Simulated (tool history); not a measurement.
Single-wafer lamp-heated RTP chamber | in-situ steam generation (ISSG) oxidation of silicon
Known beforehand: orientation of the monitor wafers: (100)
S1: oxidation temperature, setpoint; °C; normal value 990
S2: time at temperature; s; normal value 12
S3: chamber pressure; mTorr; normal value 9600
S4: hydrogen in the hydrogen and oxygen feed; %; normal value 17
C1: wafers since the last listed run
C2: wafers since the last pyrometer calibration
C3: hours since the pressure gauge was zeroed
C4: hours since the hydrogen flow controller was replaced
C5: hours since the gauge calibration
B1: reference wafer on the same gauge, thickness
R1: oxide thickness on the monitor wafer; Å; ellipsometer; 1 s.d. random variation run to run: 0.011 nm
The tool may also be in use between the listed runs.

run     day    S1  S2     S3  S4   C1    C2      C3      C4     C5     B1     R1
  1       0   990  12   8700  17    0  4324    3002  2415.6  163.9  4.251  36.88
  2     2.2   990  12   8700  17  402  4727  3054.8  2468.4  216.7  4.247  37.01
  3       3   990  12   9600  17  146  4873    3074  2487.6  235.9  4.256  36.83
  4   3.892   990  12   9600  17  163  5036  3095.4    2509  257.3  4.248  36.65
  5   6.142   990  12   9600  17  411  5448  3149.4    2563  311.3  4.253  36.73
      7.883  -- hydrogen flow controller replaced
  6    7.95   990  12   9600  17  269  5718  3192.8     1.6  354.7  4.247  36.81
  7   8.783   990  12   9600  17  152  5871  3212.8    21.6  374.7  4.254  36.86
  8   9.358   990  12   9600  17  105  5976  3226.6    35.4  388.5  4.253  36.77
  9   9.962   990  12   9300  17  110  6086  3241.1    49.9    403  4.252  37.11
 10  11.025   990  12   9300  17  194  6281  3266.6    75.4  428.5  4.251  36.94
 11   11.95   990  12   9600  17  169  6450  3288.8    97.6  450.7  4.252  37.04
 12    13.3   990  12   9600  11  247  6697  3321.2     130  483.1  4.246   33.4
 13  13.829   996  15   9600  17   96  6794  3333.9   142.7  495.8  4.247  41.81
     14.821  -- pressure gauge zeroed
 14  14.842  1002  12   9600  11  124  6918     0.5     167  520.1  4.256   35.2
 15  15.154   990  12   9600  17   57  6975       8   174.5  527.6  4.251  36.92
     15.529  -- pyrometer window cleaned and pyrometer calibrated
 16  16.521   990  12   9600  17  189   181    40.8   207.3  560.4  4.251  36.43
 17  17.842   990  12   9300  17  241   423    72.5     239  592.1  4.249  36.32
 18  19.133   978  10   9600  24  236   659   103.5     270  623.1  4.252  35.25
 19  20.254   990  16   9600  17  205   864   130.4   296.9    650  4.248  41.18
 20  21.433   976   8  10200  26  215  1080   158.7   325.2  678.3  4.248  32.57
      21.45  -- gauge calibrated
 21  21.992   990  12   9100  17  102  1182   172.1   338.6     13  4.251  36.53
 22  23.446   990  12   9600  17  266  1448     207   373.5   47.9  4.248  36.37
 23  24.946   990  12   9600  17  274  1723     243   409.5   83.9  4.251  36.56
 24  25.954   990  12   9600  17  184  1907   267.2   433.7  108.1  4.254   36.4
 25  26.808   999  16  10200  21  156  2064   287.7   454.2  128.6  4.247  44.36
 26  27.462   990  12   8200  17  119  2183   303.4   469.9  144.3  4.251  36.94
 27  28.488   972  12   9600  17  187  2371     328   494.5  168.9   4.25  34.23
 28  29.362   982  12  10200  14  160  2531     349   515.5  189.9  4.253  33.55
 29  29.888   976  12  10000  17   96  2627   361.6   528.1  202.5  4.245  34.63
 30  31.275   978  14   9600  17  253  2881   394.9   561.4  235.8   4.25  37.53
 31  31.796   990  12   8700  17   95  2976   407.4   573.9  248.3  4.254  36.81
 32  33.258   976  14   8800  25  267  3244   442.5     609  283.4  4.257   41.3

Subtracting, for every run, the result it would have given without the tool's unlogged condition from the measured result gives the following. The same run-to-run variation enters both numbers; the gauge's scatter may not:
What the log doesn't record here: true wafer temperature minus pyrometer reading, K; true pressure minus gauge reading, Torr; deviation of the hydrogen flow from its setpoint, %; gauge reads high (%).
run     R1
  1  +0.33
  2  +0.38
  3   +0.4
  4  +0.41
  5  +0.47
  6  +0.52
  7  +0.54
  8  +0.56
  9  +0.59
 10  +0.61
 11  +0.64
 12  +0.61
 13   +0.9
 14  +0.77
 15  +0.75
 16  +0.03
 17  +0.03
 18  +0.03
 19  +0.06
 20  +0.03
 21  +0.05
 22  +0.06
 23  +0.08
 24  +0.08
 25  +0.12
 26   +0.1
 27  +0.09
 28   +0.1
 29   +0.1
 30  +0.14
 31  +0.15
 32  +0.19

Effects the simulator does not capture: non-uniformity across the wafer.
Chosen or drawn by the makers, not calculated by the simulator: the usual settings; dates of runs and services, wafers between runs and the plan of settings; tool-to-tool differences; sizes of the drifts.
